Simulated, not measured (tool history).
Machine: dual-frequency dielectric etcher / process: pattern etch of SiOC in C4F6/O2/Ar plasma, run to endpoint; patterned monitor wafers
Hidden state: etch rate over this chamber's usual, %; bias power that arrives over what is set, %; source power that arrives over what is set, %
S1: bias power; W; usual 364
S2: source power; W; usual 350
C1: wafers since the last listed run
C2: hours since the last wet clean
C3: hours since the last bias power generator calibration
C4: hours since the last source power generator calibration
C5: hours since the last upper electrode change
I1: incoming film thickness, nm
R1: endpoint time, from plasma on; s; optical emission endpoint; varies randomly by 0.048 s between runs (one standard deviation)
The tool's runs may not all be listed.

Run 1, hour 0: usual settings; C1 0; C2 86.2; C3 3467.7; C4 3652.5; C5 3335.7; I1 34.73. Result: R1 14.1 s.
Run 2, hour 61.9: usual settings; C1 535; C2 148.1; C3 3529.6; C4 3714.4; C5 3397.6; I1 35.47. Result: R1 14.5 s.
Run 3, hour 127.2: usual settings; C1 565; C2 213.4; C3 3594.9; C4 3779.7; C5 3462.9; I1 34.67. Result: R1 14.2 s.
Run 4, hour 167: usual settings; C1 344; C2 253.2; C3 3634.7; C4 3819.5; C5 3502.7; I1 35.42. Result: R1 14.6 s.
Run 5, hour 234: usual settings; C1 579; C2 320.2; C3 3701.7; C4 3886.5; C5 3569.7; I1 35.09. Result: R1 14.5 s.
Run 6, hour 280.1: usual settings; C1 398; C2 366.3; C3 3747.8; C4 3932.6; C5 3615.8; I1 35.44. Result: R1 14.5 s.
Run 7, hour 334.7: usual settings; C1 472; C2 420.9; C3 3802.4; C4 3987.2; C5 3670.4; I1 35.11. Result: R1 14.5 s.
Run 8, hour 386.4: usual settings but S1 391 W, S2 370 W; C1 447; C2 472.6; C3 3854.1; C4 4038.9; C5 3722.1; I1 35.07. Result: R1 13.9 s.
Run 9, hour 425.6: usual settings but S1 391 W, S2 370 W; C1 339; C2 511.8; C3 3893.3; C4 4078.1; C5 3761.3; I1 35.09. Result: R1 13.9 s.
At hour 496.2: wet clean of the chamber.
Run 10, hour 496.7: usual settings but S2 310 W; C1 407; C2 0.5; C3 3964.4; C4 4149.2; C5 3832.4; I1 34.89. Result: R1 14.7 s.
Run 11, hour 535: usual settings but S2 310 W; C1 331; C2 38.8; C3 4002.7; C4 4187.5; C5 3870.7; I1 35.25. Result: R1 14.8 s.
Run 12, hour 562.7: usual settings but S2 310 W; C1 239; C2 66.5; C3 4030.4; C4 4215.2; C5 3898.4; I1 35.15. Result: R1 14.7 s.
Run 13, hour 633.8: usual settings; C1 615; C2 137.6; C3 4101.5; C4 4286.3; C5 3969.5; I1 35.52. Result: R1 14.3 s.
Run 14, hour 696.8: usual settings; C1 545; C2 200.6; C3 4164.5; C4 4349.3; C5 4032.5; I1 35.15. Result: R1 14.3 s.
At hour 707.4: source power generator calibrated.
Run 15, hour 728.2: usual settings; C1 237; C2 232; C3 4195.9; C4 20.8; C5 4063.9; I1 35.58. Result: R1 14.4 s.
Run 16, hour 793.4: usual settings; C1 564; C2 297.2; C3 4261.1; C4 86; C5 4129.1; I1 35.19. Result: R1 14.3 s.
At hour 807: bias power generator calibrated.
Run 17, hour 863.1: usual settings but S1 411 W, S2 290 W; C1 568; C2 366.9; C3 56.1; C4 155.7; C5 4198.8; I1 35.32. Result: R1 14.8 s.
Run 18, hour 896.9: usual settings; C1 292; C2 400.7; C3 89.9; C4 189.5; C5 4232.6; I1 34.86. Result: R1 14.2 s.
Run 19, hour 931: usual settings but S1 339 W; C1 295; C2 434.8; C3 124; C4 223.6; C5 4266.7; I1 35.62. Result: R1 15 s.
At hour 992.6: wet clean of the chamber.
Run 20, hour 993.1: usual settings but S1 326 W, S2 320 W; C1 329; C2 0.5; C3 186.1; C4 285.7; C5 4328.8; I1 35.53. Result: R1 15.4 s.
At hour 1098.7: upper electrode replaced.
Run 21, hour 1150.6: usual settings but S2 390 W; C1 1155; C2 158; C3 343.6; C4 443.2; C5 51.9; I1 35.1. Result: R1 13.8 s.
Run 22, hour 1183.2: usual settings; C1 282; C2 190.6; C3 376.2; C4 475.8; C5 84.5; I1 35.15. Result: R1 14.3 s.
Run 23, hour 1207.7: usual settings but S2 380 W; C1 212; C2 215.1; C3 400.7; C4 500.3; C5 109; I1 35.21. Result: R1 13.9 s.
Run 24, hour 1260.1: usual settings but S1 334 W; C1 453; C2 267.5; C3 453.1; C4 552.7; C5 161.4; I1 35.24. Result: R1 14.9 s.
Run 25, hour 1300.5: usual settings but S1 440 W, S2 380 W; C1 349; C2 307.9; C3 493.5; C4 593.1; C5 201.8; I1 35.31. Result: R1 13.1 s.
Run 26, hour 1366.2: usual settings but S1 312 W, S2 290 W; C1 568; C2 373.6; C3 559.2; C4 658.8; C5 267.5; I1 34.96. Result: R1 16.3 s.
Run 27, hour 1400.9: usual settings but S1 281 W, S2 260 W; C1 300; C2 408.3; C3 593.9; C4 693.5; C5 302.2; I1 35.46. Result: R1 17.7 s.
At hour 1464: wet clean of the chamber.
Run 28, hour 1488.8: usual settings but S1 416 W, S2 320 W; C1 552; C2 24.8; C3 681.8; C4 781.4; C5 390.1; I1 35.38. Result: R1 14.2 s.

Across each entry between runs, compare the hidden state at the last listed run before it with the hidden state at the first listed run after it:
Run 9 -> run 10: wet clean of the chamber (hour 496.2)
  etch rate over this chamber's usual, %: -2.69 -> 0.596
Run 14 -> run 15: source power generator calibrated (hour 707.4)
  etch rate over this chamber's usual, %: -0.387 -> -0.541
Run 16 -> run 17: bias power generator calibrated (hour 807)
  etch rate over this chamber's usual, %: -0.862 -> -1.2
Run 19 -> run 20: wet clean of the chamber (hour 992.6)
  etch rate over this chamber's usual, %: -1.54 -> 0.144
Run 20 -> run 21: upper electrode replaced (hour 1098.7)
  etch rate over this chamber's usual, %: 0.144 -> -0.63
Run 27 -> run 28: wet clean of the chamber (hour 1464)
  etch rate over this chamber's usual, %: -1.86 -> -0.306

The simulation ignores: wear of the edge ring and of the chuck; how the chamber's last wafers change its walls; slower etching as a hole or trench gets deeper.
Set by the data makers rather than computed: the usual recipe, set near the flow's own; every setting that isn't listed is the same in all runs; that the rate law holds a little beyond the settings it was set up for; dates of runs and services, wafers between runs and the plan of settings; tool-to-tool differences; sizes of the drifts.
